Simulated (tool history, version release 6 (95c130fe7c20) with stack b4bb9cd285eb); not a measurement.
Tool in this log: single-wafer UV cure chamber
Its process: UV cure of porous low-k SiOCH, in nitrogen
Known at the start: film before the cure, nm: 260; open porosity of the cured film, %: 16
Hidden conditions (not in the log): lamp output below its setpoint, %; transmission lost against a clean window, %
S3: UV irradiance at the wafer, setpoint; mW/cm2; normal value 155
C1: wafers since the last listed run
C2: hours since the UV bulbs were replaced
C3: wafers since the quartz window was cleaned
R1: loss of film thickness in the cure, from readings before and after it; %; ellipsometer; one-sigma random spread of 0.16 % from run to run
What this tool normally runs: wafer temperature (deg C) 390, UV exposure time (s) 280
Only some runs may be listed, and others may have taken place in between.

{"run": 1, "hour": 0.0, "wafer temperature (deg C)": 390, "UV exposure time (s)": 280, "S3": 155, "C1": 0, "C2": 601.8, "C3": 2278, "R1": 14.262}
{"run": 2, "hour": 43.8, "wafer temperature (deg C)": 390, "UV exposure time (s)": 280, "S3": 155, "C1": 358, "C2": 645.6, "C3": 2636, "R1": 14.506}
{"run": 3, "hour": 96.9, "wafer temperature (deg C)": 390, "UV exposure time (s)": 280, "S3": 155, "C1": 434, "C2": 698.7, "C3": 3070, "R1": 14.463}
{"hour": 132.3, "done": "quartz window cleaned"}
{"run": 4, "hour": 155.8, "wafer temperature (deg C)": 390, "UV exposure time (s)": 280, "S3": 155, "C1": 416, "C2": 757.6, "C3": 192, "R1": 14.419}
{"run": 5, "hour": 195.3, "wafer temperature (deg C)": 390, "UV exposure time (s)": 175, "S3": 172, "C1": 323, "C2": 797.1, "C3": 515, "R1": 12.52}
{"run": 6, "hour": 249.2, "wafer temperature (deg C)": 390, "UV exposure time (s)": 175, "S3": 172, "C1": 440, "C2": 851.0, "C3": 956, "R1": 12.622}
{"run": 7, "hour": 293.5, "wafer temperature (deg C)": 396, "UV exposure time (s)": 280, "S3": 155, "C1": 362, "C2": 895.3, "C3": 1318, "R1": 14.698}
{"run": 8, "hour": 358.9, "wafer temperature (deg C)": 396, "UV exposure time (s)": 280, "S3": 155, "C1": 534, "C2": 960.7, "C3": 1853, "R1": 14.875}
{"run": 9, "hour": 408.2, "wafer temperature (deg C)": 396, "UV exposure time (s)": 280, "S3": 155, "C1": 403, "C2": 1010.0, "C3": 2256, "R1": 14.65}
{"run": 10, "hour": 448.8, "wafer temperature (deg C)": 390, "UV exposure time (s)": 280, "S3": 155, "C1": 332, "C2": 1050.6, "C3": 2589, "R1": 14.432}
{"hour": 463.1, "done": "quartz window cleaned"}
{"run": 11, "hour": 507.6, "wafer temperature (deg C)": 390, "UV exposure time (s)": 280, "S3": 155, "C1": 415, "C2": 1109.4, "C3": 364, "R1": 14.161}
{"run": 12, "hour": 549.8, "wafer temperature (deg C)": 390, "UV exposure time (s)": 350, "S3": 155, "C1": 345, "C2": 1151.6, "C3": 709, "R1": 15.467}
{"run": 13, "hour": 590.5, "wafer temperature (deg C)": 390, "UV exposure time (s)": 350, "S3": 155, "C1": 332, "C2": 1192.3, "C3": 1042, "R1": 15.334}
{"run": 14, "hour": 656.3, "wafer temperature (deg C)": 390, "UV exposure time (s)": 280, "S3": 155, "C1": 538, "C2": 1258.1, "C3": 1580, "R1": 14.553}
{"run": 15, "hour": 685.4, "wafer temperature (deg C)": 390, "UV exposure time (s)": 280, "S3": 155, "C1": 238, "C2": 1287.2, "C3": 1818, "R1": 14.534}
{"run": 16, "hour": 746.9, "wafer temperature (deg C)": 390, "UV exposure time (s)": 280, "S3": 155, "C1": 503, "C2": 1348.7, "C3": 2321, "R1": 14.305}
{"run": 17, "hour": 816.3, "wafer temperature (deg C)": 377, "UV exposure time (s)": 280, "S3": 155, "C1": 567, "C2": 1418.1, "C3": 2889, "R1": 14.024}

What will run 18 give?
{"hour": 844.5, "done": "UV bulbs replaced"}
{"hour": 882.9, "done": "quartz window cleaned"}
{"run": 18, "hour": 990.2, "wafer temperature (deg C)": 372, "UV exposure time (s)": 395, "S3": 173, "C1": 1291, "C2": 145.7, "C3": 877, "R1": "?"}

Run 18 yielded R1 16.672 %.
The same run, on a tool lacking any hidden state, would have yielded R1 16.672 %.

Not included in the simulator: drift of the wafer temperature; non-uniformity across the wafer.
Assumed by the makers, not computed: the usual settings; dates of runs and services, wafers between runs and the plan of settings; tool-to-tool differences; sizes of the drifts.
